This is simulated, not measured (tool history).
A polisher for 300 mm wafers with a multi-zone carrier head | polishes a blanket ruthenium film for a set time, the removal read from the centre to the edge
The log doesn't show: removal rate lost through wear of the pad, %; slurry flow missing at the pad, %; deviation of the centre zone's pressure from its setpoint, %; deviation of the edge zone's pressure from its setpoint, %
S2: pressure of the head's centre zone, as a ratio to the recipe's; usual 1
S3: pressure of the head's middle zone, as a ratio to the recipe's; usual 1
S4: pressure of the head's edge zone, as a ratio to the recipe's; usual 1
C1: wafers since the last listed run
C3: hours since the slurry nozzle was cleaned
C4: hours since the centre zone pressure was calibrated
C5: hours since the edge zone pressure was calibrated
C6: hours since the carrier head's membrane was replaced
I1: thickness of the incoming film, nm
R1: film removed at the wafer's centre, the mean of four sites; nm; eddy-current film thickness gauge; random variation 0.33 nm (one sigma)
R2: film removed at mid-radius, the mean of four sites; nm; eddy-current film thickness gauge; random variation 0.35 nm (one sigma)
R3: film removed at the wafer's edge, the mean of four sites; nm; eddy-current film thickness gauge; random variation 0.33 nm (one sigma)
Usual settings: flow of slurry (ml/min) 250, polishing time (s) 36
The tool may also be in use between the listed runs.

{"run": 1, "hour": 0.0, "flow of slurry (ml/min)": 250, "S2": 1, "S3": 1, "S4": 1, "polishing time (s)": 36, "C1": 0, "wafers polished on this pad": 239, "C3": 391.9, "C4": 335, "C5": 221.2, "C6": 1282.7, "I1": 602.3, "R1": 42.6, "R2": 42, "R3": 42.8}
{"run": 2, "hour": 53.0, "flow of slurry (ml/min)": 250, "S2": 1, "S3": 1.1, "S4": 1, "polishing time (s)": 36, "C1": 732, "wafers polished on this pad": 971, "C3": 444.9, "C4": 388, "C5": 274.2, "C6": 1335.7, "I1": 609.7, "R1": 42.8, "R2": 45.3, "R3": 42.6}
{"run": 3, "hour": 254.1, "flow of slurry (ml/min)": 250, "S2": 1, "S3": 1.1, "S4": 1, "polishing time (s)": 36, "C1": 2779, "wafers polished on this pad": 3751, "C3": 646, "C4": 589.1, "C5": 475.3, "C6": 1536.8, "I1": 598, "R1": 42.6, "R2": 44.9, "R3": 42.4}
{"hour": 347.7, "done": "worn pad replaced by a new one"}
{"hour": 418.3, "done": "carrier head's membrane replaced by a new one"}
{"hour": 432.6, "done": "slurry nozzle cleaned"}
{"run": 4, "hour": 449.3, "flow of slurry (ml/min)": 250, "S2": 1, "S3": 1.1, "S4": 1, "polishing time (s)": 36, "C1": 2559, "wafers polished on this pad": 1321, "C3": 16.7, "C4": 784.3, "C5": 670.5, "C6": 31, "I1": 611.9, "R1": 43.5, "R2": 45.2, "R3": 43.1}
{"hour": 557.7, "done": "centre zone pressure recalibrated"}
{"run": 5, "hour": 558.2, "flow of slurry (ml/min)": 250, "S2": 1, "S3": 1, "S4": 1, "polishing time (s)": 36, "C1": 1477, "wafers polished on this pad": 2799, "C3": 125.6, "C4": 0.5, "C5": 779.4, "C6": 139.9, "I1": 600.2, "R1": 42.8, "R2": 41.7, "R3": 42.7}
{"run": 6, "hour": 662.3, "flow of slurry (ml/min)": 250, "S2": 1, "S3": 1, "S4": 1, "polishing time (s)": 36, "C1": 1438, "wafers polished on this pad": 4238, "C3": 229.7, "C4": 104.6, "C5": 883.5, "C6": 244, "I1": 592.5, "R1": 43, "R2": 42.2, "R3": 43.3}
{"hour": 734.4, "done": "worn pad replaced by a new one"}
{"run": 7, "hour": 747.9, "flow of slurry (ml/min)": 250, "S2": 1, "S3": 1, "S4": 1.04, "polishing time (s)": 36, "C1": 1127, "wafers polished on this pad": 186, "C3": 315.3, "C4": 190.2, "C5": 969.1, "C6": 329.6, "I1": 609.8, "R1": 43.7, "R2": 42.2, "R3": 44}
{"run": 8, "hour": 808.9, "flow of slurry (ml/min)": 180, "S2": 1, "S3": 0.97, "S4": 1, "polishing time (s)": 36, "C1": 843, "wafers polished on this pad": 1029, "C3": 376.3, "C4": 251.2, "C5": 1030.1, "C6": 390.6, "I1": 605.6, "R1": 41.3, "R2": 39.5, "R3": 41.3}
{"run": 9, "hour": 864.4, "flow of slurry (ml/min)": 180, "S2": 1, "S3": 0.97, "S4": 1, "polishing time (s)": 36, "C1": 767, "wafers polished on this pad": 1796, "C3": 431.8, "C4": 306.7, "C5": 1085.6, "C6": 446.1, "I1": 601.5, "R1": 41.2, "R2": 39.1, "R3": 42.5}
{"hour": 942.4, "done": "edge zone pressure recalibrated"}
{"run": 10, "hour": 972.0, "flow of slurry (ml/min)": 250, "S2": 1, "S3": 0.96, "S4": 1, "polishing time (s)": 36, "C1": 1459, "wafers polished on this pad": 3255, "C3": 539.4, "C4": 414.3, "C5": 29.6, "C6": 553.7, "I1": 603.1, "R1": 42.7, "R2": 40.6, "R3": 43.2}
{"run": 11, "hour": 1033.5, "flow of slurry (ml/min)": 320, "S2": 1, "S3": 1, "S4": 0.94, "polishing time (s)": 36, "C1": 850, "wafers polished on this pad": 4105, "C3": 600.9, "C4": 475.8, "C5": 91.1, "C6": 615.2, "I1": 593.8, "R1": 43.9, "R2": 42.3, "R3": 42}
{"run": 12, "hour": 1117.4, "flow of slurry (ml/min)": 280, "S2": 1, "S3": 1, "S4": 1, "polishing time (s)": 41, "C1": 1159, "wafers polished on this pad": 5265, "C3": 684.8, "C4": 559.7, "C5": 175, "C6": 699.1, "I1": 606.5, "R1": 48.8, "R2": 48.5, "R3": 48.3}
{"hour": 1149.1, "done": "worn pad replaced by a new one"}
{"run": 13, "hour": 1196.8, "flow of slurry (ml/min)": 210, "S2": 0.9, "S3": 1.04, "S4": 1, "polishing time (s)": 32, "C1": 1042, "wafers polished on this pad": 659, "C3": 764.2, "C4": 639.1, "C5": 254.4, "C6": 778.5, "I1": 599.9, "R1": 32.9, "R2": 36.4, "R3": 36.7}
{"run": 14, "hour": 1238.0, "flow of slurry (ml/min)": 250, "S2": 1.05, "S3": 1, "S4": 1.05, "polishing time (s)": 36, "C1": 569, "wafers polished on this pad": 1228, "C3": 805.4, "C4": 680.3, "C5": 295.6, "C6": 819.7, "I1": 595, "R1": 44, "R2": 40.9, "R3": 43.3}
{"run": 15, "hour": 1277.0, "flow of slurry (ml/min)": 250, "S2": 1, "S3": 1, "S4": 1, "polishing time (s)": 36, "C1": 539, "wafers polished on this pad": 1767, "C3": 844.4, "C4": 719.3, "C5": 334.6, "C6": 858.7, "I1": 602.9, "R1": 42, "R2": 40.2, "R3": 42.1}
{"run": 16, "hour": 1338.5, "flow of slurry (ml/min)": 250, "S2": 0.94, "S3": 1, "S4": 0.91, "polishing time (s)": 24, "C1": 850, "wafers polished on this pad": 2618, "C3": 905.9, "C4": 780.8, "C5": 396.1, "C6": 920.2, "I1": 596.5, "R1": 25.9, "R2": 26.8, "R3": 26.3}
{"run": 17, "hour": 1376.4, "flow of slurry (ml/min)": 250, "S2": 1, "S3": 1, "S4": 1, "polishing time (s)": 36, "C1": 523, "wafers polished on this pad": 3141, "C3": 943.8, "C4": 818.7, "C5": 434, "C6": 958.1, "I1": 598.2, "R1": 41.3, "R2": 40.6, "R3": 41.8}
{"hour": 1390.6, "done": "slurry nozzle cleaned"}
{"hour": 1460.6, "done": "centre zone pressure recalibrated"}
{"run": 18, "hour": 1461.1, "flow of slurry (ml/min)": 250, "S2": 1, "S3": 1, "S4": 1, "polishing time (s)": 36, "C1": 1129, "wafers polished on this pad": 4271, "C3": 70.5, "C4": 0.5, "C5": 518.7, "C6": 1042.8, "I1": 592.4, "R1": 43.3, "R2": 42.2, "R3": 43.1}
{"hour": 1532.4, "done": "worn pad replaced by a new one"}
{"run": 19, "hour": 1541.8, "flow of slurry (ml/min)": 250, "S2": 1.04, "S3": 1, "S4": 1, "polishing time (s)": 29, "C1": 1060, "wafers polished on this pad": 129, "C3": 151.2, "C4": 81.2, "C5": 599.4, "C6": 1123.5, "I1": 607.3, "R1": 36.2, "R2": 33.7, "R3": 34.4}
{"run": 20, "hour": 1620.4, "flow of slurry (ml/min)": 250, "S2": 1.1, "S3": 1, "S4": 1, "polishing time (s)": 27, "C1": 1086, "wafers polished on this pad": 1215, "C3": 229.8, "C4": 159.8, "C5": 678, "C6": 1202.1, "I1": 609.4, "R1": 35.8, "R2": 31.4, "R3": 32.3}
{"run": 21, "hour": 1709.6, "flow of slurry (ml/min)": 305, "S2": 1, "S3": 1, "S4": 0.91, "polishing time (s)": 36, "C1": 1232, "wafers polished on this pad": 2448, "C3": 319, "C4": 249, "C5": 767.2, "C6": 1291.3, "I1": 606.6, "R1": 43.5, "R2": 42.7, "R3": 41.1}
{"run": 22, "hour": 1748.3, "flow of slurry (ml/min)": 285, "S2": 1, "S3": 1, "S4": 1.09, "polishing time (s)": 36, "C1": 534, "wafers polished on this pad": 2983, "C3": 357.7, "C4": 287.7, "C5": 805.9, "C6": 1330, "I1": 609.9, "R1": 43.9, "R2": 42.6, "R3": 45.3}
{"run": 23, "hour": 1797.6, "flow of slurry (ml/min)": 250, "S2": 1, "S3": 1, "S4": 1, "polishing time (s)": 36, "C1": 681, "wafers polished on this pad": 3664, "C3": 407, "C4": 337, "C5": 855.2, "C6": 1379.3, "I1": 592.2, "R1": 42.9, "R2": 41.6, "R3": 42.8}

Forecast each of these 3 alternatives for the next run:
{"run": "A", "hour": 1798.0, "flow of slurry (ml/min)": 250, "S2": 1, "S3": 1, "S4": 1, "polishing time (s)": 36, "C1": 5, "wafers polished on this pad": 3670, "C3": 407.4, "C4": 337.4, "C5": 855.6, "C6": 1379.7, "I1": 599.6, "R1": "?", "R2": "?", "R3": "?"}
{"run": "B", "hour": 1798.0, "flow of slurry (ml/min)": 250, "S2": 0.9, "S3": 1.1, "S4": 0.96, "polishing time (s)": 30, "C1": 5, "wafers polished on this pad": 3670, "C3": 407.4, "C4": 337.4, "C5": 855.6, "C6": 1379.7, "I1": 599.6, "R1": "?", "R2": "?", "R3": "?"}
{"run": "C", "hour": 1798.0, "flow of slurry (ml/min)": 190, "S2": 1.1, "S3": 1.09, "S4": 1, "polishing time (s)": 40, "C1": 5, "wafers polished on this pad": 3670, "C3": 407.4, "C4": 337.4, "C5": 855.6, "C6": 1379.7, "I1": 599.6, "R1": "?", "R2": "?", "R3": "?"}

run=A R1=42.7 R2=41.8 R3=42.8
run=B R1=32.3 R2=37.3 R3=34.9
run=C R1=50.1 R2=47.9 R3=46.5
Without the tool's hidden state the same runs would have given:
run=A R1=43.2 R2=42.3 R3=43.2
run=B R1=32.7 R2=37.7 R3=35.3
run=C R1=50.9 R2=48.6 R3=47
